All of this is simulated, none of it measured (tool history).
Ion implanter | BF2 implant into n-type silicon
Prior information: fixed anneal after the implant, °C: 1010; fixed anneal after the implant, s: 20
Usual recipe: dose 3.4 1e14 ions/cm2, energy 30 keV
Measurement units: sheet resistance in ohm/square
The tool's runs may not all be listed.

run    hour  dose  energy  read-back reference wafer on the same gauge, sheet resistance  sheet resistance
  1       0  4.19      30                                                         315.95            264.17
  2      78  4.19      30                                                         315.96            264.34
  3   170.7  2.71      30                                                         315.91            382.14
  4   242.4   3.4      30                                                            316            314.49
  5     298   3.4      30                                                         315.89            313.49
  6   346.4   3.4      30                                                         316.17            312.72
  7   433.2   3.4      30                                                         315.88            312.52
  8   539.4   3.4      30                                                         315.96            312.93
  9   604.4   3.4    33.5                                                         316.29            308.28
 10   711.2   3.4    33.5                                                            316            307.48
      781.3  -- Faraday cup replaced and dose calibrated
 11     784   3.4      30                                                         315.88            316.08
 12   831.7   3.4      30                                                         315.82            316.71
 13   935.1   3.4      30                                                         316.12            317.19
 14  1029.3   3.4      30                                                         316.05            318.09
 15  1125.1   3.4      30                                                         315.93            316.57
 16  1209.4   3.4      30                                                            316            315.37
 17    1292   3.4      30                                                         316.15             317.4
 18  1376.9  2.62    23.5                                                         315.83            402.96
 19  1456.5  4.01      27                                                         316.02            276.69
 20  1515.9   3.4      30                                                         316.09            314.71
 21  1617.3  2.61    25.5                                                         316.02            401.21

Run 22 is up next; what results do you expect?
 22  1691.6  2.71      30                                                              ?                 ?

{"run 22": {"read-back reference wafer on the same gauge, sheet resistance": 316.16, "sheet resistance": 383.31}}
On a tool with no hidden condition, and with the same random variation, this run would have come out at sheet resistance 385.03 ohm/square.

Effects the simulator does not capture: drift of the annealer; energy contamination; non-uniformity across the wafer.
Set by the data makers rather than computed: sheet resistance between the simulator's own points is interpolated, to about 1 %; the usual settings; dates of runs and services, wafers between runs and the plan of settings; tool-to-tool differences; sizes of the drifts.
